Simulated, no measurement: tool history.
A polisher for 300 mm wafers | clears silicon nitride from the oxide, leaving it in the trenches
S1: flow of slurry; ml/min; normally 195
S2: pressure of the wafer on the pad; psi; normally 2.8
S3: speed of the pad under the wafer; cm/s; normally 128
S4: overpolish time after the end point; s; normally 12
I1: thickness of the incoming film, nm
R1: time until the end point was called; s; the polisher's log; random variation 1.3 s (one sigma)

{"run": 1, "hour": 0.0, "S1": 195, "S2": 2.8, "S3": 94, "S4": 12, "I1": 69.6, "R1": 106.5}
{"run": 2, "hour": 77.5, "S1": 195, "S2": 2.8, "S3": 94, "S4": 12, "I1": 70.0, "R1": 109.4}
{"hour": 335.7, "done": "worn pad replaced by a new one"}
{"run": 3, "hour": 336.2, "S1": 195, "S2": 2.8, "S3": 94, "S4": 12, "I1": 70.8, "R1": 111.9}
{"run": 4, "hour": 389.5, "S1": 195, "S2": 2.3, "S3": 128, "S4": 12, "I1": 70.1, "R1": 99.3}
{"hour": 392.8, "done": "slurry nozzle cleaned"}
{"run": 5, "hour": 448.8, "S1": 195, "S2": 2.3, "S3": 128, "S4": 12, "I1": 68.9, "R1": 98.3}
{"run": 6, "hour": 509.2, "S1": 195, "S2": 2.8, "S3": 100, "S4": 12, "I1": 69.3, "R1": 108.6}
{"run": 7, "hour": 577.5, "S1": 195, "S2": 2.8, "S3": 128, "S4": 12, "I1": 69.7, "R1": 88.6}
{"hour": 788.3, "done": "worn pad replaced by a new one"}
{"hour": 823.0, "done": "slurry nozzle cleaned"}
{"run": 8, "hour": 866.6, "S1": 195, "S2": 2.8, "S3": 128, "S4": 12, "I1": 70.8, "R1": 89.6}
{"hour": 941.9, "done": "head pressure recalibrated"}
{"run": 9, "hour": 972.8, "S1": 210, "S2": 2.8, "S3": 128, "S4": 12, "I1": 70.6, "R1": 80.6}
{"run": 10, "hour": 1126.6, "S1": 210, "S2": 2.8, "S3": 128, "S4": 12, "I1": 69.9, "R1": 82.7}
{"run": 11, "hour": 1180.1, "S1": 210, "S2": 2.8, "S3": 128, "S4": 12, "I1": 68.9, "R1": 83.7}
{"hour": 1194.1, "done": "worn pad replaced by a new one"}
{"run": 12, "hour": 1288.0, "S1": 195, "S2": 2.8, "S3": 148, "S4": 12, "I1": 70.8, "R1": 68.7}
{"hour": 1310.7, "done": "slurry nozzle cleaned"}
{"run": 13, "hour": 1343.0, "S1": 195, "S2": 3.3, "S3": 128, "S4": 12, "I1": 70.1, "R1": 65.6}
{"run": 14, "hour": 1394.4, "S1": 195, "S2": 2.8, "S3": 128, "S4": 12, "I1": 69.2, "R1": 80.2}
{"run": 15, "hour": 1473.8, "S1": 195, "S2": 2.8, "S3": 128, "S4": 12, "I1": 69.2, "R1": 83.3}
{"run": 16, "hour": 1566.1, "S1": 195, "S2": 2.8, "S3": 128, "S4": 12, "I1": 69.6, "R1": 88.4}
{"run": 17, "hour": 1613.6, "S1": 195, "S2": 2.8, "S3": 100, "S4": 14, "I1": 71.0, "R1": 113.6}
{"hour": 1676.8, "done": "worn pad replaced by a new one"}
{"run": 18, "hour": 1718.2, "S1": 195, "S2": 2.8, "S3": 128, "S4": 12, "I1": 68.8, "R1": 81.0}
{"run": 19, "hour": 1788.1, "S1": 195, "S2": 2.5, "S3": 160, "S4": 12, "I1": 70.6, "R1": 74.7}
{"run": 20, "hour": 1825.7, "S1": 195, "S2": 2.8, "S3": 128, "S4": 7, "I1": 70.2, "R1": 83.6}
{"hour": 1845.7, "done": "slurry nozzle cleaned"}
{"hour": 1876.1, "done": "head pressure recalibrated"}
{"run": 21, "hour": 1911.7, "S1": 195, "S2": 2.8, "S3": 128, "S4": 12, "I1": 69.5, "R1": 80.8}
{"run": 22, "hour": 1984.0, "S1": 175, "S2": 3.4, "S3": 128, "S4": 12, "I1": 71.0, "R1": 69.6}
{"run": 23, "hour": 2020.0, "S1": 140, "S2": 2.8, "S3": 128, "S4": 12, "I1": 71.4, "R1": 91.1}
{"run": 24, "hour": 2056.6, "S1": 170, "S2": 2.1, "S3": 128, "S4": 12, "I1": 69.4, "R1": 113.5}
{"hour": 2085.7, "done": "worn pad replaced by a new one"}
{"run": 25, "hour": 2124.4, "S1": 195, "S2": 1.9, "S3": 98, "S4": 14, "I1": 69.2, "R1": 151.7}
{"run": 26, "hour": 2231.4, "S1": 195, "S2": 2.8, "S3": 128, "S4": 12, "I1": 70.1, "R1": 81.4}
{"run": 27, "hour": 2272.9, "S1": 155, "S2": 2.8, "S3": 128, "S4": 12, "I1": 70.0, "R1": 85.7}
{"hour": 2349.4, "done": "slurry nozzle cleaned"}
{"run": 28, "hour": 2358.6, "S1": 195, "S2": 2.8, "S3": 128, "S4": 12, "I1": 70.0, "R1": 82.8}

Consider 4 possible next runs. They are alternatives, not a sequence: every one starts from the tool as it was left by run 28. What does each give?
{"run": "A", "hour": 2359.0, "S1": 195, "S2": 2.8, "S3": 128, "S4": 14, "I1": 70.2, "R1": "?"}
{"run": "B", "hour": 2359.0, "S1": 215, "S2": 3.1, "S3": 104, "S4": 5, "I1": 70.2, "R1": "?"}
{"run": "C", "hour": 2359.0, "S1": 145, "S2": 2.8, "S3": 128, "S4": 17, "I1": 70.2, "R1": "?"}
{"run": "D", "hour": 2359.0, "S1": 195, "S2": 2.8, "S3": 144, "S4": 12, "I1": 70.2, "R1": "?"}

run=A R1=84.0
run=B R1=92.2
run=C R1=88.6
run=D R1=74.7
The same runs, with their run-to-run variation unchanged, on a tool lacking any hidden condition would have given:
run=A R1=78.7
run=B R1=86.3
run=C R1=83.0
run=D R1=70.0
